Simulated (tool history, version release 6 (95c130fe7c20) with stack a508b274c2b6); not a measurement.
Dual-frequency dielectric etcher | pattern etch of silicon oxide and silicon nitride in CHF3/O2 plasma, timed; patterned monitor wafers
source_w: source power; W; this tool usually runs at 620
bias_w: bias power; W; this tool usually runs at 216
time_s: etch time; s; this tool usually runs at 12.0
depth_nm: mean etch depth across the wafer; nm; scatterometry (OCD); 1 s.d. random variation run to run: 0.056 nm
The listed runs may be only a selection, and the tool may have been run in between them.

| run | hour | source_w | bias_w | time_s | read-back reference wafer on the same gauge, depth_nm | depth_nm |
|---|---|---|---|---|---|---|
| 1 | 0.0 | 620 | 216 | 12.0 | 18.40 | 21.33 |
| 2 | 15.2 | 620 | 216 | 12.0 | 18.40 | 21.34 |
| 3 | 30.7 | 620 | 216 | 12.0 | 18.40 | 21.49 |
| 4 | 37.9 | 620 | 250 | 12.0 | 18.39 | 23.01 |
| 5 | 57.1 | 620 | 250 | 12.0 | 18.40 | 22.92 |
| 6 | 67.6 | 620 | 250 | 12.0 | 18.40 | 22.98 |
| 7 | 82.4 | 620 | 216 | 12.0 | 18.40 | 21.40 |
| 8 | 90.0 | 620 | 216 | 12.0 | 18.40 | 21.47 |
|  | 114.1 | upper electrode replaced |
| 9 | 114.6 | 620 | 216 | 12.0 | 18.40 | 21.46 |
| 10 | 120.7 | 620 | 216 | 12.0 | 18.40 | 21.47 |
| 11 | 136.4 | 620 | 216 | 12.0 | 18.41 | 21.62 |
| 12 | 146.4 | 620 | 216 | 12.0 | 18.40 | 21.42 |
| 13 | 158.9 | 620 | 216 | 12.0 | 18.39 | 21.56 |
| 14 | 176.2 | 620 | 216 | 12.0 | 18.40 | 21.56 |
|  | 185.4 | source power generator calibrated |
|  | 191.1 | bias power generator calibrated |
| 15 | 193.5 | 620 | 216 | 12.0 | 18.40 | 21.57 |
| 16 | 208.6 | 620 | 177 | 10.5 | 18.41 | 16.96 |
| 17 | 216.2 | 710 | 198 | 11.0 | 18.41 | 19.46 |
| 18 | 224.1 | 740 | 216 | 12.0 | 18.40 | 22.21 |
| 19 | 237.5 | 620 | 216 | 12.0 | 18.39 | 21.63 |
|  | 243.0 | gauge calibrated |
| 20 | 245.9 | 620 | 186 | 9.5 | 18.40 | 15.90 |
|  | 278.5 | wet clean of the chamber |
| 21 | 279.0 | 540 | 175 | 15.0 | 18.40 | 22.89 |
| 22 | 279.4 | 620 | 216 | 12.0 | 18.40 | 20.98 |
| 23 | 279.7 | 620 | 216 | 12.0 | 18.40 | 20.87 |
| 24 | 293.5 | 470 | 237 | 10.0 | 18.40 | 17.36 |
| 25 | 306.2 | 620 | 216 | 12.0 | 18.39 | 20.97 |
| 26 | 318.0 | 620 | 241 | 13.5 | 18.40 | 24.93 |
| 27 | 332.7 | 520 | 257 | 10.5 | 18.40 | 19.38 |
| 28 | 348.7 | 620 | 167 | 12.0 | 18.40 | 18.33 |

Below are 5 alternative next runs, each starting from the tool's condition after run 28. Predict each:
| A | 349.1 | 620 | 216 | 12.0 | ? | ? |
| B | 349.1 | 620 | 246 | 13.5 | ? | ? |
| C | 349.1 | 620 | 216 | 10.5 | ? | ? |
| D | 349.1 | 550 | 194 | 10.0 | ? | ? |
| E | 349.1 | 680 | 268 | 12.0 | ? | ? |

| run | read-back reference wafer on the same gauge, depth_nm | depth_nm |
|---|---|---|
| A | 18.40 | 20.93 |
| B | 18.40 | 25.10 |
| C | 18.40 | 18.32 |
| D | 18.40 | 16.17 |
| E | 18.40 | 23.67 |
Without the tool's unlogged condition, the same runs would have read:
| run | depth_nm |
|---|---|
| A | 20.88 |
| B | 25.04 |
| C | 18.27 |
| D | 16.13 |
| E | 23.61 |
